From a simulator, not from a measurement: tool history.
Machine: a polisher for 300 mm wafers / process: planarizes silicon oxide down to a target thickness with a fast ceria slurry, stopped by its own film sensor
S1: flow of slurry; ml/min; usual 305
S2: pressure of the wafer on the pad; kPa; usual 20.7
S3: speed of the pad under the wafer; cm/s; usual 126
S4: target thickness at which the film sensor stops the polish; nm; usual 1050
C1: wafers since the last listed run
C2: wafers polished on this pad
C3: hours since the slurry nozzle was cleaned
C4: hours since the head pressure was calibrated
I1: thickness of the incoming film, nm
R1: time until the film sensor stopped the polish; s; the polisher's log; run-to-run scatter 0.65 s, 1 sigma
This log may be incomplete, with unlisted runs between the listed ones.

run 1 hour=0.0 | S1=305 S2=20.7 S3=126 S4=1050 | C1=0 C2=628 C3=327.8 C4=1085.0 | I1=2118.8 | R1=53.2
-- hour=16.7 worn pad replaced by a new one
run 2 hour=17.2 | S1=305 S2=20.7 S3=126 S4=1050 | C1=147 C2=5 C3=345.0 C4=1102.2 | I1=2071.9 | R1=46.9
run 3 hour=32.6 | S1=305 S2=20.7 S3=158 S4=939 | C1=171 C2=176 C3=360.4 C4=1117.6 | I1=2095.7 | R1=41.5
run 4 hour=49.9 | S1=305 S2=20.7 S3=158 S4=939 | C1=192 C2=369 C3=377.7 C4=1134.9 | I1=2105.8 | R1=43.6
run 5 hour=69.6 | S1=305 S2=20.7 S3=126 S4=1050 | C1=219 C2=589 C3=397.4 C4=1154.6 | I1=2093.8 | R1=52.0
-- hour=76.0 worn pad replaced by a new one
run 6 hour=88.1 | S1=305 S2=20.7 S3=126 S4=1050 | C1=161 C2=134 C3=415.9 C4=1173.1 | I1=2110.3 | R1=47.7
run 7 hour=114.0 | S1=305 S2=20.7 S3=126 S4=1050 | C1=288 C2=423 C3=441.8 C4=1199.0 | I1=2098.1 | R1=50.1
-- hour=129.8 head pressure recalibrated
-- hour=131.2 worn pad replaced by a new one, of another model than before
run 8 hour=131.7 | S1=305 S2=24.1 S3=86 S4=1050 | C1=158 C2=5 C3=459.5 C4=1.9 | I1=2093.7 | R1=50.6
run 9 hour=146.5 | S1=245 S2=25.5 S3=108 S4=1050 | C1=164 C2=170 C3=474.3 C4=16.7 | I1=2074.7 | R1=46.6
-- hour=165.9 slurry nozzle cleaned
run 10 hour=179.8 | S1=260 S2=14.5 S3=110 S4=1335 | C1=359 C2=530 C3=13.9 C4=50.0 | I1=2086.3 | R1=53.3
-- hour=197.8 worn pad replaced by a new one
run 11 hour=198.9 | S1=305 S2=20.7 S3=126 S4=1050 | C1=168 C2=12 C3=33.0 C4=69.1 | I1=2071.4 | R1=45.8
run 12 hour=219.8 | S1=305 S2=20.7 S3=126 S4=1360 | C1=232 C2=245 C3=53.9 C4=90.0 | I1=2100.0 | R1=34.5
run 13 hour=236.0 | S1=225 S2=18.6 S3=144 S4=1371 | C1=180 C2=425 C3=70.1 C4=106.2 | I1=2044.0 | R1=33.7
-- hour=256.1 worn pad replaced by a new one
run 14 hour=267.8 | S1=305 S2=20.7 S3=126 S4=1050 | C1=309 C2=129 C3=101.9 C4=138.0 | I1=2130.1 | R1=51.0
run 15 hour=293.2 | S1=305 S2=20.7 S3=156 S4=756 | C1=283 C2=412 C3=127.3 C4=163.4 | I1=2063.2 | R1=57.7

Measured less the same run without the tool's hidden state. The same run-to-run variation is in both; the gauge's scatter may not be:
Hidden state at play: removal rate lost through wear of the pad, %; slurry flow missing at the pad, %; deviation of the head's pressure from its setpoint, %.
run=1 R1=+5.1
run=2 R1=+0.2
run=3 R1=+0.5
run=4 R1=+1.6
run=5 R1=+4.4
run=6 R1=+0.5
run=7 R1=+2.4
run=8 R1=+0.9
run=9 R1=+1.1
run=10 R1=+4.6
run=11 R1=+0.2
run=12 R1=+0.6
run=13 R1=+1.5
run=14 R1=+2.0
run=15 R1=+4.4
